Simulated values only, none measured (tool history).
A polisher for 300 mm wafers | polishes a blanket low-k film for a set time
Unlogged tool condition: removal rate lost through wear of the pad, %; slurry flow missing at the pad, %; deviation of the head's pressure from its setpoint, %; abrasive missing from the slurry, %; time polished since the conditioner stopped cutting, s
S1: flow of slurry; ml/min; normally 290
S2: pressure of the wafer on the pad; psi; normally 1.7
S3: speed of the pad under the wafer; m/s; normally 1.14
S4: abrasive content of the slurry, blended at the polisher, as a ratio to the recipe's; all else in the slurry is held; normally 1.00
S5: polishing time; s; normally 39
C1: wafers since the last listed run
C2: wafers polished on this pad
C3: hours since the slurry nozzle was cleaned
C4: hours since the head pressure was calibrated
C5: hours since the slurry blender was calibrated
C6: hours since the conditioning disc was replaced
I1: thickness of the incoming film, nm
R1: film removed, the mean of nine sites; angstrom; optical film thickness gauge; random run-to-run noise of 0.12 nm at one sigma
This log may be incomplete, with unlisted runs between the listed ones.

run    hour   S1   S2    S3    S4  S5    C1    C2     C3     C4     C5     C6     I1   R1
  1     0.0  325  1.7  1.14  1.00  39     0  3012  388.5  293.8  142.8  344.2  442.3  193
  2    43.4  325  1.7  1.14  1.00  39   405  3417  431.9  337.2  186.2  387.6  438.3  190
  3   145.7  320  1.7  1.14  1.00  39   955  4373  534.2  439.5  288.5  489.9  435.2  193
      193.5  -- worn pad replaced by a new one
  4   222.4  320  1.7  1.14  1.00  39   679   269  610.9  516.2  365.2  566.6  448.2  192
      234.9  -- conditioning disc replaced and pad reconditioned
  5   270.8  320  1.7  1.14  1.00  39   433   703  659.3  564.6  413.6   35.9  434.0  194
  6   343.9  290  1.7  1.14  1.00  39   683  1386  732.4  637.7  486.7  109.0  432.7  190
      373.6  -- head pressure recalibrated
      385.6  -- slurry blender recalibrated
  7   416.9  290  1.7  1.14  1.00  39   644  2031  805.4   43.3   31.3  182.0  441.7  202
      438.6  -- slurry nozzle cleaned
  8   464.8  290  1.4  1.02  1.00  39   438  2469   26.2   91.2   79.2  229.9  440.2  153
  9   510.2  290  1.4  1.02  1.00  39   424  2893   71.6  136.6  124.6  275.3  448.0  153
 10   611.7  290  2.1  1.14  1.00  39   948  3842  173.1  238.1  226.1  376.8  440.8  253
      651.0  -- worn pad replaced by a new one
 11   661.6  255  1.4  1.36  1.00  39   428    99  223.0  288.0  276.0  426.7  446.9  195
      676.1  -- conditioning disc replaced and pad reconditioned
 12   737.7  360  1.7  1.14  1.00  39   692   791  299.1  364.1  352.1   61.6  438.0  213
 13   792.4  290  1.5  1.14  0.80  39   511  1302  353.8  418.8  406.8  116.3  443.3  162
      816.7  -- slurry blender recalibrated
      843.9  -- head pressure recalibrated, repeated, since the last time left the tool worse
 14   862.5  330  1.2  1.14  1.20  49   617  1920  423.9   18.6   45.8  186.4  447.4  180
 15   910.2  290  1.7  1.14  1.00  39   445  2366  471.6   66.3   93.5  234.1  434.6  183
 16  1011.8  290  2.3  1.14  1.00  39   949  3315  573.2  167.9  195.1  335.7  440.4  249
     1104.7  -- conditioning disc replaced and pad reconditioned
     1124.3  -- worn pad replaced by a new one
 17  1162.5  290  1.7  0.86  0.80  39  1352   356  723.9  318.6  345.8   57.8  442.7  132
     1250.9  -- slurry blender recalibrated
     1262.3  -- slurry nozzle cleaned
 18  1263.6  290  1.7  0.96  1.15  47   916  1273    1.3  419.7   12.7  158.9  446.4  212
 19  1351.5  290  1.7  1.38  0.70  30   821  2094   89.2  507.6  100.6  246.8  435.8  135
 20  1391.2  290  1.7  1.14  1.00  39   370  2465  128.9  547.3  140.3  286.5  443.7  190
     1438.8  -- head pressure recalibrated
 21  1442.7  345  1.4  1.14  0.80  39   462  2928  180.4    3.9  191.8  338.0  431.0  133
     1593.2  -- conditioning disc replaced and pad reconditioned
     1626.1  -- worn pad replaced by a new one
 22  1719.4  290  1.7  1.14  1.00  39  2529   872  457.1  280.6  468.5  126.2  438.1  189
     1788.3  -- slurry blender recalibrated
 23  1808.4  370  2.0  0.90  0.90  39   813  1685  546.1  369.6   20.1  215.2  442.9  181
 24  1878.4  340  1.7  0.92  1.00  39   654  2339  616.1  439.6   90.1  285.2  443.9  164
 25  1929.0  290  1.7  1.14  1.00  39   472  2812  666.7  490.2  140.7  335.8  436.9  190

Below, some changes in R1 between adjacent runs. For each, the amount present without the hidden state too (settings, incoming material, random variation) and the amount remaining for the hidden state with gauge scatter not shared by both compared results:
Run 9 -> 10: S2 1.4 -> 2.1, S3 1.02 -> 1.14. R1 +100 angstrom: hidden state +15, all else +85.
Run 13 -> 14: S1 290 -> 330, S2 1.5 -> 1.2, S4 0.80 -> 1.20, S5 39 -> 49, slurry blender recalibrated, head pressure recalibrated, repeated, since the last time left the tool worse. R1 +18 angstrom: hidden state -21, all else +39.
Run 16 -> 17: S2 2.3 -> 1.7, S3 1.14 -> 0.86, S4 1.00 -> 0.80, conditioning disc replaced and pad reconditioned, worn pad replaced by a new one. R1 -117 angstrom: hidden state -2, all else -115.
